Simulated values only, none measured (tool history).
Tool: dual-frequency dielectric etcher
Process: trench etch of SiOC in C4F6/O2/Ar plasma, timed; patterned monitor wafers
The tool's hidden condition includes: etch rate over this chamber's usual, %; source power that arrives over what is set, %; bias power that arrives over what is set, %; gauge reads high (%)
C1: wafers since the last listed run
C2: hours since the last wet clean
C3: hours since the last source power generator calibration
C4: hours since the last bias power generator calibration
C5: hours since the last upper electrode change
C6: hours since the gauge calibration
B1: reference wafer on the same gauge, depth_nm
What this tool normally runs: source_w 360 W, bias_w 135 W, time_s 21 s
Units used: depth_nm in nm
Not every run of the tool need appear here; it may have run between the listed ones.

{"run": 1, "hour": 0.0, "source_w": 300, "bias_w": 135, "time_s": 21, "C1": 0, "C2": 511.8, "C3": 376.9, "C4": 4072, "C5": 4669, "C6": 299.9, "B1": 43.32, "depth_nm": 37.91}
{"run": 2, "hour": 101.0, "source_w": 360, "bias_w": 135, "time_s": 17.5, "C1": 1907, "C2": 612.8, "C3": 477.9, "C4": 4173, "C5": 4770, "C6": 400.9, "B1": 43.35, "depth_nm": 34.17}
{"hour": 264.8, "done": "wet clean of the chamber"}
{"run": 3, "hour": 331.1, "source_w": 360, "bias_w": 135, "time_s": 21, "C1": 3891, "C2": 66.3, "C3": 708, "C4": 4403.1, "C5": 5000.1, "C6": 631, "B1": 43.25, "depth_nm": 39.27}
{"run": 4, "hour": 407.3, "source_w": 360, "bias_w": 135, "time_s": 21, "C1": 1438, "C2": 142.5, "C3": 784.2, "C4": 4479.3, "C5": 5076.3, "C6": 707.2, "B1": 43.26, "depth_nm": 39.66}
{"run": 5, "hour": 470.6, "source_w": 400, "bias_w": 125, "time_s": 21, "C1": 1195, "C2": 205.8, "C3": 847.5, "C4": 4542.6, "C5": 5139.6, "C6": 770.5, "B1": 43.26, "depth_nm": 39.71}
{"run": 6, "hour": 520.3, "source_w": 400, "bias_w": 125, "time_s": 21, "C1": 938, "C2": 255.5, "C3": 897.2, "C4": 4592.3, "C5": 5189.3, "C6": 820.2, "B1": 43.28, "depth_nm": 40.48}
{"run": 7, "hour": 626.5, "source_w": 360, "bias_w": 135, "time_s": 21, "C1": 2005, "C2": 361.7, "C3": 1003.4, "C4": 4698.5, "C5": 5295.5, "C6": 926.4, "B1": 43.26, "depth_nm": 40.22}
{"run": 8, "hour": 726.6, "source_w": 360, "bias_w": 135, "time_s": 21, "C1": 1890, "C2": 461.8, "C3": 1103.5, "C4": 4798.6, "C5": 5395.6, "C6": 1026.5, "B1": 43.31, "depth_nm": 40.47}
{"hour": 826.1, "done": "upper electrode replaced"}
{"run": 9, "hour": 826.6, "source_w": 360, "bias_w": 135, "time_s": 21, "C1": 1435, "C2": 561.8, "C3": 1203.5, "C4": 4898.6, "C5": 0.5, "C6": 1126.5, "B1": 43.3, "depth_nm": 40.45}
{"run": 10, "hour": 892.8, "source_w": 390, "bias_w": 135, "time_s": 21, "C1": 1250, "C2": 628, "C3": 1269.7, "C4": 4964.8, "C5": 66.7, "C6": 1192.7, "B1": 43.35, "depth_nm": 42.3}
{"run": 11, "hour": 982.7, "source_w": 320, "bias_w": 135, "time_s": 21, "C1": 1697, "C2": 717.9, "C3": 1359.6, "C4": 5054.7, "C5": 156.6, "C6": 1282.6, "B1": 43.27, "depth_nm": 40.07}
{"hour": 1035.8, "done": "bias power generator calibrated"}
{"hour": 1044.7, "done": "wet clean of the chamber"}
{"run": 12, "hour": 1046.9, "source_w": 360, "bias_w": 135, "time_s": 24, "C1": 967, "C2": 2.2, "C3": 1423.8, "C4": 11.1, "C5": 220.8, "C6": 1346.8, "B1": 43.3, "depth_nm": 44.39}
{"run": 13, "hour": 1152.4, "source_w": 360, "bias_w": 125, "time_s": 24, "C1": 1992, "C2": 107.7, "C3": 1529.3, "C4": 116.6, "C5": 326.3, "C6": 1452.3, "B1": 43.36, "depth_nm": 43.07}
{"run": 14, "hour": 1234.4, "source_w": 360, "bias_w": 135, "time_s": 25, "C1": 1548, "C2": 189.7, "C3": 1611.3, "C4": 198.6, "C5": 408.3, "C6": 1534.3, "B1": 43.31, "depth_nm": 46.79}
{"run": 15, "hour": 1272.9, "source_w": 270, "bias_w": 161, "time_s": 26.5, "C1": 727, "C2": 228.2, "C3": 1649.8, "C4": 237.1, "C5": 446.8, "C6": 1572.8, "B1": 43.29, "depth_nm": 49.37}
{"run": 16, "hour": 1311.0, "source_w": 360, "bias_w": 135, "time_s": 17, "C1": 719, "C2": 266.3, "C3": 1687.9, "C4": 275.2, "C5": 484.9, "C6": 1610.9, "B1": 43.36, "depth_nm": 32.11}
{"hour": 1347.5, "done": "source power generator calibrated"}
{"run": 17, "hour": 1374.7, "source_w": 360, "bias_w": 135, "time_s": 21, "C1": 1127, "C2": 330, "C3": 27.2, "C4": 338.9, "C5": 548.6, "C6": 1674.6, "B1": 43.28, "depth_nm": 39.31}
{"run": 18, "hour": 1448.4, "source_w": 360, "bias_w": 145, "time_s": 18, "C1": 1391, "C2": 403.7, "C3": 100.9, "C4": 412.6, "C5": 622.3, "C6": 1748.3, "B1": 43.36, "depth_nm": 35.62}
{"run": 19, "hour": 1503.0, "source_w": 360, "bias_w": 135, "time_s": 21, "C1": 1031, "C2": 458.3, "C3": 155.5, "C4": 467.2, "C5": 676.9, "C6": 1802.9, "B1": 43.27, "depth_nm": 40.68}
{"hour": 1536.8, "done": "gauge calibrated"}
{"run": 20, "hour": 1568.5, "source_w": 360, "bias_w": 145, "time_s": 24.5, "C1": 1236, "C2": 523.8, "C3": 221, "C4": 532.7, "C5": 742.4, "C6": 31.7, "B1": 43.35, "depth_nm": 48.43}
{"run": 21, "hour": 1645.2, "source_w": 450, "bias_w": 157, "time_s": 25.5, "C1": 1448, "C2": 600.5, "C3": 297.7, "C4": 609.4, "C5": 819.1, "C6": 108.4, "B1": 43.25, "depth_nm": 57.76}
{"run": 22, "hour": 1699.5, "source_w": 360, "bias_w": 135, "time_s": 21, "C1": 1025, "C2": 654.8, "C3": 352, "C4": 663.7, "C5": 873.4, "C6": 162.7, "B1": 43.27, "depth_nm": 41.03}
{"hour": 1757.7, "done": "wet clean of the chamber"}
{"run": 23, "hour": 1795.4, "source_w": 360, "bias_w": 135, "time_s": 21, "C1": 1357, "C2": 37.7, "C3": 447.9, "C4": 759.6, "C5": 969.3, "C6": 258.6, "B1": 43.31, "depth_nm": 38.89}
{"run": 24, "hour": 2111.0, "source_w": 360, "bias_w": 122, "time_s": 21, "C1": 5959, "C2": 353.3, "C3": 763.5, "C4": 1075.2, "C5": 1284.9, "C6": 574.2, "B1": 43.28, "depth_nm": 37.97}
{"run": 25, "hour": 2176.3, "source_w": 300, "bias_w": 153, "time_s": 16.5, "C1": 1233, "C2": 418.6, "C3": 828.8, "C4": 1140.5, "C5": 1350.2, "C6": 639.5, "B1": 43.24, "depth_nm": 31.5}
{"run": 26, "hour": 2216.4, "source_w": 360, "bias_w": 135, "time_s": 21, "C1": 757, "C2": 458.7, "C3": 868.9, "C4": 1180.6, "C5": 1390.3, "C6": 679.6, "B1": 43.28, "depth_nm": 40.23}
{"run": 27, "hour": 2313.2, "source_w": 360, "bias_w": 135, "time_s": 19.5, "C1": 1827, "C2": 555.5, "C3": 965.7, "C4": 1277.4, "C5": 1487.1, "C6": 776.4, "B1": 43.27, "depth_nm": 38.02}
{"run": 28, "hour": 2372.0, "source_w": 320, "bias_w": 135, "time_s": 27, "C1": 1110, "C2": 614.3, "C3": 1024.5, "C4": 1336.2, "C5": 1545.9, "C6": 835.2, "B1": 43.26, "depth_nm": 50.69}
{"hour": 2447.2, "done": "wet clean of the chamber"}
{"run": 29, "hour": 2447.7, "source_w": 360, "bias_w": 152, "time_s": 15.5, "C1": 976, "C2": 0.5, "C3": 1100.2, "C4": 1411.9, "C5": 1621.6, "C6": 910.9, "B1": 43.28, "depth_nm": 30.51}
{"run": 30, "hour": 2688.3, "source_w": 360, "bias_w": 135, "time_s": 21, "C1": 4543, "C2": 241.1, "C3": 1340.8, "C4": 1652.5, "C5": 1862.2, "C6": 1151.5, "B1": 43.24, "depth_nm": 39.47}

Below, some changes in depth_nm between adjacent runs. For each, the amount present without the hidden state too (settings, incoming material, random variation) and the amount remaining for the hidden state with gauge scatter not shared by both compared results:
Run 11 -> 12: source_w 320 -> 360, time_s 21 -> 24, bias power generator calibrated, wet clean of the chamber. depth_nm +4.32 nm: hidden state -2.33, all else +6.65.
Run 15 -> 16: source_w 270 -> 360, bias_w 161 -> 135, time_s 26.5 -> 17. depth_nm -17.26 nm: hidden state -0.16, all else -17.1.
Run 21 -> 22: source_w 450 -> 360, bias_w 157 -> 135, time_s 25.5 -> 21. depth_nm -16.73 nm: hidden state -0.52, all else -16.21.
Run 22 -> 23: wet clean of the chamber. depth_nm -2.14 nm: hidden state -1.74, all else -0.4.
Run 28 -> 29: source_w 320 -> 360, bias_w 135 -> 152, time_s 27 -> 15.5, wet clean of the chamber. depth_nm -20.18 nm: hidden state -2.28, all else -17.9.
